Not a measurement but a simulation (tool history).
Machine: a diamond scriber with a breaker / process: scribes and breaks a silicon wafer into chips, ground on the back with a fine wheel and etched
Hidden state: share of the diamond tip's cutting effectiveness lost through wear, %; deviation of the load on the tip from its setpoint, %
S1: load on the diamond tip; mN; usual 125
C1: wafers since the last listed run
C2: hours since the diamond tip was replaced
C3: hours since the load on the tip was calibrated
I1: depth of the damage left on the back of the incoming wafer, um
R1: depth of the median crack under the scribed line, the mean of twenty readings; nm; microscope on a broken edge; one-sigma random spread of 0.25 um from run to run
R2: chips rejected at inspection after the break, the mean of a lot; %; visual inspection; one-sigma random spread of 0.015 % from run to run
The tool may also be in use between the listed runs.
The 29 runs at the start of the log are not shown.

| run | hour | S1 | C1 | C2 | C3 | I1 | R1 | R2 |
|---|---|---|---|---|---|---|---|---|
| 30 | 1611.3 | 138 | 80 | 156.8 | 530.5 | 0.38 | 13050 | 0.63 |
|  | 1682.8 | load on the tip recalibrated |
| 31 | 1713.2 | 108 | 150 | 258.7 | 30.4 | 0.36 | 11010 | 14.23 |
| 32 | 1745.9 | 137 | 49 | 291.4 | 63.1 | 0.35 | 13120 | 1.19 |
| 33 | 1810 | 125 | 96 | 355.5 | 127.2 | 0.39 | 11970 | 4.89 |
| 34 | 1862.9 | 113 | 79 | 408.4 | 180.1 | 0.77 | 11040 | 10.73 |
| 35 | 1901.7 | 99 | 58 | 447.2 | 218.9 | 0.53 | 10190 | 23.37 |
|  | 1911.3 | diamond tip replaced by a new one |
| 36 | 1950.4 | 155 | 70 | 39.1 | 267.6 | 0.31 | 15050 | 5.2 |
| 37 | 1989.4 | 143 | 58 | 78.1 | 306.6 | 0.41 | 14080 | 1.19 |

Each row is a separate what-if for the run after 37, all from the same tool condition, not one after another. Results?
| A | 1990.1 | 157 | 1 | 78.8 | 307.3 | 0.42 | ? | ? |
| B | 1990.1 | 148 | 1 | 78.8 | 307.3 | 0.42 | ? | ? |
| C | 1990.1 | 112 | 1 | 78.8 | 307.3 | 0.42 | ? | ? |
| D | 1990.1 | 162 | 1 | 78.8 | 307.3 | 0.42 | ? | ? |
| E | 1990.1 | 106 | 1 | 78.8 | 307.3 | 0.42 | ? | ? |

| run | R1 | R2 |
|---|---|---|
| A | 14750 | 4.25 |
| B | 14180 | 2 |
| C | 11760 | 4.82 |
| D | 15060 | 5.82 |
| E | 11340 | 7.9 |
Without the tool's hidden state the same runs would have given:
| run | R1 | R2 |
|---|---|---|
| A | 15400 | 7.77 |
| B | 14810 | 4.53 |
| C | 12290 | 2.19 |
| D | 15730 | 9.81 |
| E | 11840 | 4.35 |
